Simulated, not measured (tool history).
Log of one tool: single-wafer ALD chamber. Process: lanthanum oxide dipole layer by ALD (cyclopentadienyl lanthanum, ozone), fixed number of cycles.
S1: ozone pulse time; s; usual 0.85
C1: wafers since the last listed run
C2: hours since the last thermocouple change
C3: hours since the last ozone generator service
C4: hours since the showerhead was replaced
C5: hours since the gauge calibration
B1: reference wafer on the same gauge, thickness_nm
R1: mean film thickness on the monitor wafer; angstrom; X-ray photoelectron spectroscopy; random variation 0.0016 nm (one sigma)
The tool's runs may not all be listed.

{"run": 1, "hour": 0.0, "S1": 0.85, "C1": 0, "C2": 77.2, "C3": 289.4, "C4": 2252.8, "C5": 482.2, "B1": 0.369, "R1": 4.09}
{"run": 2, "hour": 69.5, "S1": 0.85, "C1": 1221, "C2": 146.7, "C3": 358.9, "C4": 2322.3, "C5": 551.7, "B1": 0.369, "R1": 4.08}
{"run": 3, "hour": 145.2, "S1": 1.01, "C1": 1330, "C2": 222.4, "C3": 434.6, "C4": 2398.0, "C5": 627.4, "B1": 0.369, "R1": 4.36}
{"run": 4, "hour": 237.0, "S1": 1.01, "C1": 1613, "C2": 314.2, "C3": 526.4, "C4": 2489.8, "C5": 719.2, "B1": 0.37, "R1": 4.35}
{"run": 5, "hour": 303.0, "S1": 0.62, "C1": 1160, "C2": 380.2, "C3": 592.4, "C4": 2555.8, "C5": 785.2, "B1": 0.369, "R1": 3.45}
{"run": 6, "hour": 403.0, "S1": 0.62, "C1": 1758, "C2": 480.2, "C3": 692.4, "C4": 2655.8, "C5": 885.2, "B1": 0.369, "R1": 3.43}
{"run": 7, "hour": 454.9, "S1": 0.78, "C1": 912, "C2": 532.1, "C3": 744.3, "C4": 2707.7, "C5": 937.1, "B1": 0.369, "R1": 3.87}
{"run": 8, "hour": 519.5, "S1": 0.78, "C1": 1135, "C2": 596.7, "C3": 808.9, "C4": 2772.3, "C5": 1001.7, "B1": 0.369, "R1": 3.85}
{"run": 9, "hour": 616.4, "S1": 0.85, "C1": 1703, "C2": 693.6, "C3": 905.8, "C4": 2869.2, "C5": 1098.6, "B1": 0.369, "R1": 3.99}
{"run": 10, "hour": 837.7, "S1": 0.85, "C1": 3890, "C2": 914.9, "C3": 1127.1, "C4": 3090.5, "C5": 1319.9, "B1": 0.369, "R1": 3.96}
{"run": 11, "hour": 890.9, "S1": 0.85, "C1": 935, "C2": 968.1, "C3": 1180.3, "C4": 3143.7, "C5": 1373.1, "B1": 0.369, "R1": 3.94}
{"hour": 951.9, "done": "gauge calibrated"}
{"run": 12, "hour": 974.4, "S1": 0.85, "C1": 1468, "C2": 1051.6, "C3": 1263.8, "C4": 3227.2, "C5": 22.5, "B1": 0.369, "R1": 3.94}
{"run": 13, "hour": 1035.9, "S1": 0.85, "C1": 1081, "C2": 1113.1, "C3": 1325.3, "C4": 3288.7, "C5": 84.0, "B1": 0.369, "R1": 3.93}
{"run": 14, "hour": 1134.6, "S1": 0.85, "C1": 1735, "C2": 1211.8, "C3": 1424.0, "C4": 3387.4, "C5": 182.7, "B1": 0.369, "R1": 3.92}
{"run": 15, "hour": 1238.1, "S1": 0.85, "C1": 1819, "C2": 1315.3, "C3": 1527.5, "C4": 3490.9, "C5": 286.2, "B1": 0.37, "R1": 3.92}
{"run": 16, "hour": 1292.1, "S1": 0.85, "C1": 949, "C2": 1369.3, "C3": 1581.5, "C4": 3544.9, "C5": 340.2, "B1": 0.369, "R1": 3.89}
{"run": 17, "hour": 1342.2, "S1": 0.94, "C1": 880, "C2": 1419.4, "C3": 1631.6, "C4": 3595.0, "C5": 390.3, "B1": 0.369, "R1": 4.07}
{"run": 18, "hour": 1397.3, "S1": 1.13, "C1": 968, "C2": 1474.5, "C3": 1686.7, "C4": 3650.1, "C5": 445.4, "B1": 0.369, "R1": 4.36}
{"hour": 1442.3, "done": "ozone generator serviced"}
{"run": 19, "hour": 1499.1, "S1": 1.12, "C1": 1649, "C2": 1576.3, "C3": 56.8, "C4": 3751.9, "C5": 547.2, "B1": 0.369, "R1": 4.51}
{"run": 20, "hour": 1604.4, "S1": 0.52, "C1": 1851, "C2": 1681.6, "C3": 162.1, "C4": 3857.2, "C5": 652.5, "B1": 0.369, "R1": 3.18}
{"run": 21, "hour": 1646.9, "S1": 0.62, "C1": 747, "C2": 1724.1, "C3": 204.6, "C4": 3899.7, "C5": 695.0, "B1": 0.369, "R1": 3.53}
{"run": 22, "hour": 1719.2, "S1": 1.04, "C1": 1271, "C2": 1796.4, "C3": 276.9, "C4": 3972.0, "C5": 767.3, "B1": 0.369, "R1": 4.38}
{"run": 23, "hour": 1792.9, "S1": 1.11, "C1": 1295, "C2": 1870.1, "C3": 350.6, "C4": 4045.7, "C5": 841.0, "B1": 0.369, "R1": 4.48}
{"run": 24, "hour": 1883.6, "S1": 1.07, "C1": 1594, "C2": 1960.8, "C3": 441.3, "C4": 4136.4, "C5": 931.7, "B1": 0.369, "R1": 4.39}
{"hour": 1904.3, "done": "thermocouple changed; heater temperature recalibrated"}
{"hour": 1914.7, "done": "showerhead replaced"}
{"run": 25, "hour": 1928.4, "S1": 0.71, "C1": 506, "C2": 24.1, "C3": 486.1, "C4": 13.7, "C5": 976.5, "B1": 0.37, "R1": 3.72}
{"run": 26, "hour": 1992.8, "S1": 0.85, "C1": 1132, "C2": 88.5, "C3": 550.5, "C4": 78.1, "C5": 1040.9, "B1": 0.369, "R1": 4.05}
{"hour": 2162.7, "done": "gauge calibrated"}
{"run": 27, "hour": 2198.6, "S1": 0.59, "C1": 3618, "C2": 294.3, "C3": 756.3, "C4": 283.9, "C5": 35.9, "B1": 0.369, "R1": 3.35}
{"run": 28, "hour": 2276.2, "S1": 0.53, "C1": 1364, "C2": 371.9, "C3": 833.9, "C4": 361.5, "C5": 113.5, "B1": 0.369, "R1": 3.11}
{"run": 29, "hour": 2439.5, "S1": 0.75, "C1": 2870, "C2": 535.2, "C3": 997.2, "C4": 524.8, "C5": 276.8, "B1": 0.369, "R1": 3.76}
{"run": 30, "hour": 2519.1, "S1": 0.66, "C1": 1399, "C2": 614.8, "C3": 1076.8, "C4": 604.4, "C5": 356.4, "B1": 0.369, "R1": 3.53}

Some steps in R1 between neighbouring runs. How much of each would the tool show without its hidden state too (settings, what came in, random variation), and how much is left for the hidden state, with any gauge scatter that isn't in both results?
The hidden state here: wafer temperature above the value expected at the setpoint (K); ozone dose above that of a generator just serviced (%); gauge reads high (%).
Run 4 -> 5: S1 1.01 -> 0.62. R1 -0.90 angstrom: hidden state -0.04, all else -0.86.
Run 18 -> 19: S1 1.13 -> 1.12, ozone generator serviced. R1 +0.15 angstrom: hidden state +0.17, all else -0.02.
Run 19 -> 20: S1 1.12 -> 0.52. R1 -1.33 angstrom: hidden state -0.03, all else -1.30.
Run 21 -> 22: S1 0.62 -> 1.04. R1 +0.85 angstrom: hidden state +0.00, all else +0.85.
Run 26 -> 27: S1 0.85 -> 0.59, gauge calibrated. R1 -0.70 angstrom: hidden state -0.05, all else -0.65.
